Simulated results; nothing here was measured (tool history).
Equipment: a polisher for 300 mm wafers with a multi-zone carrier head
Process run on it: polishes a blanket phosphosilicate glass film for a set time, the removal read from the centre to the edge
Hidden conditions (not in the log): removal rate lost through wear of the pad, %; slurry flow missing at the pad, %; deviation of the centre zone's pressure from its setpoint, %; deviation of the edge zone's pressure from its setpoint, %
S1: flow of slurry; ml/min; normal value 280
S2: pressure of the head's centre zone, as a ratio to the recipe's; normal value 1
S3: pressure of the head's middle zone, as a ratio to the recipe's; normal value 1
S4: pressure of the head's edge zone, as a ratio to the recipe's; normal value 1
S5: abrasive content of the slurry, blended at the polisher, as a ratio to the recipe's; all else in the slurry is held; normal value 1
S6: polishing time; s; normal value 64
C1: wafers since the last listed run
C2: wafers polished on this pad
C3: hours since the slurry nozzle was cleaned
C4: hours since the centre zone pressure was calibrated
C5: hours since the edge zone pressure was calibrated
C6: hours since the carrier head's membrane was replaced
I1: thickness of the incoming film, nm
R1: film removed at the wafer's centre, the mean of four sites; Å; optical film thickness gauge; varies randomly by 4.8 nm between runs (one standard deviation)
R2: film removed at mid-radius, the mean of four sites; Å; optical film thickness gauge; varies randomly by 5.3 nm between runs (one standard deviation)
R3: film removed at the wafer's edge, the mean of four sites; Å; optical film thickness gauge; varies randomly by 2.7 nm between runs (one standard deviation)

run    hour   S1    S2    S3    S4    S5  S6    C1    C2     C3     C4     C5      C6      I1    R1    R2    R3
  1       0  180     1  0.97  1.06     1  64     0  3592  548.3    9.5  162.3   427.8  4421.8  3270  3086  3473
  2      87  280   1.1  0.97  0.92     1  71   562  4154  635.3   96.5  249.3   514.8  4385.5  4223  3739  3846
  3   139.2  280     1     1     1     1  64   337  4492  687.5  148.7  301.5     567  4365.2  3507  3382  3470
      154.2  -- slurry nozzle cleaned
      165.7  -- worn pad replaced by a new one
  4     227  280  0.88     1     1     1  64   535   396   72.8  236.5  389.3   654.8  4475.2  3131  3635  3584
  5   293.9  280     1     1     1     1  80   432   828  139.7  303.4  456.2   721.7  4461.4  4523  4324  4512
  6   380.6  370  1.09     1     1     1  48   560  1388  226.4  390.1  542.9   808.4  4402.7  3070  2780  2806
      462.6  -- edge zone pressure recalibrated
  7   477.2  280     1     1     1     1  72   611  2000    323  486.7   14.6     905    4485  4037  4008  4097
  8   559.4  305     1     1     1  0.85  48   531  2531  405.2  568.9   96.8   987.2  4448.8  2593  2473  2607
  9   649.3  215   0.9  0.93  1.11     1  64   580  3112  495.1  658.8  186.7  1077.1  4415.6  3029  3040  3678
      679.6  -- centre zone pressure recalibrated
 10   738.4  280     1     1     1  1.25  73   562  3675  584.2   58.8  275.8  1166.2  4415.3  4426  4222  4374
 11   781.2  280     1     1  1.08     1  64   276  3951    627  101.6  318.6    1209  4479.3  3459  3435  3739
      846.7  -- slurry nozzle cleaned
 12   852.5  280     1     1     1     1  64   454  4405    5.8  172.9  389.9  1280.3  4465.9  3698  3546  3669
      895.5  -- worn pad replaced by a new one
 13     938  280     1  0.94     1     1  64   526   274   91.3  258.4  475.4  1365.8  4452.7  3629  3331  3668
     1136.9  -- edge zone pressure recalibrated
 14  1223.9  280     1  1.08  0.96   1.1  57  1834  2109  377.2  544.3     87  1651.7  4407.1  3352  3391  3295
     1281.8  -- centre zone pressure recalibrated
 15  1316.5  280     1     1     1     1  64   585  2694  469.8   34.7  179.6  1744.3  4486.5  3604  3475  3545
 16  1380.4  280  0.91     1     1     1  64   412  3107  533.7   98.6  243.5  1808.2  4467.1  3215  3453  3576
 17  1476.9  335  0.96     1  1.09     1  79   623  3730  630.2  195.1    340  1904.7  4365.3  4328  4320  4651
 18  1534.7  280     1  1.11     1     1  47   373  4104    688  252.9  397.8  1962.5  4426.2  2558  2669  2597
     1560.6  -- slurry nozzle cleaned
 19  1636.9  280  0.96     1     1     1  64   653  4758   76.3  355.1    500  2064.7  4516.3  3403  3550  3634
     1648.7  -- worn pad replaced by a new one
 20  1678.8  280  1.11  0.97     1     1  45   244   194  118.2    397  541.9  2106.6  4442.4  2785  2455  2529

Branching from run 20: 5 alternative next runs. What would each branch give?
  A  1679.2  280     1     1   1     1  64   2  196  118.6  397.4  542.3  2107  4507.7   ?   ?   ?
  B  1679.2  280  1.12     1   1     1  64   2  196  118.6  397.4  542.3  2107  4507.7   ?   ?   ?
  C  1679.2  280     1     1   1  1.15  70   2  196  118.6  397.4  542.3  2107  4507.7   ?   ?   ?
  D  1679.2  205     1  0.93   1   1.2  71   2  196  118.6  397.4  542.3  2107  4507.7   ?   ?   ?
  E  1679.2  190  1.05     1   1     1  64   2  196  118.6  397.4  542.3  2107  4507.7   ?   ?   ?

run    R1    R2    R3
  A  3670  3453  3638
  B  4113  3451  3638
  C  4213  3964  4176
  D  4112  3662  4154
  E  3600  3247  3476
The same runs, with their run-to-run variation unchanged, on a tool lacking any hidden condition would have given:
run    R1    R2    R3
  A  3707  3485  3663
  B  4155  3482  3663
  C  4255  4000  4205
  D  4171  3709  4193
  E  3656  3292  3512
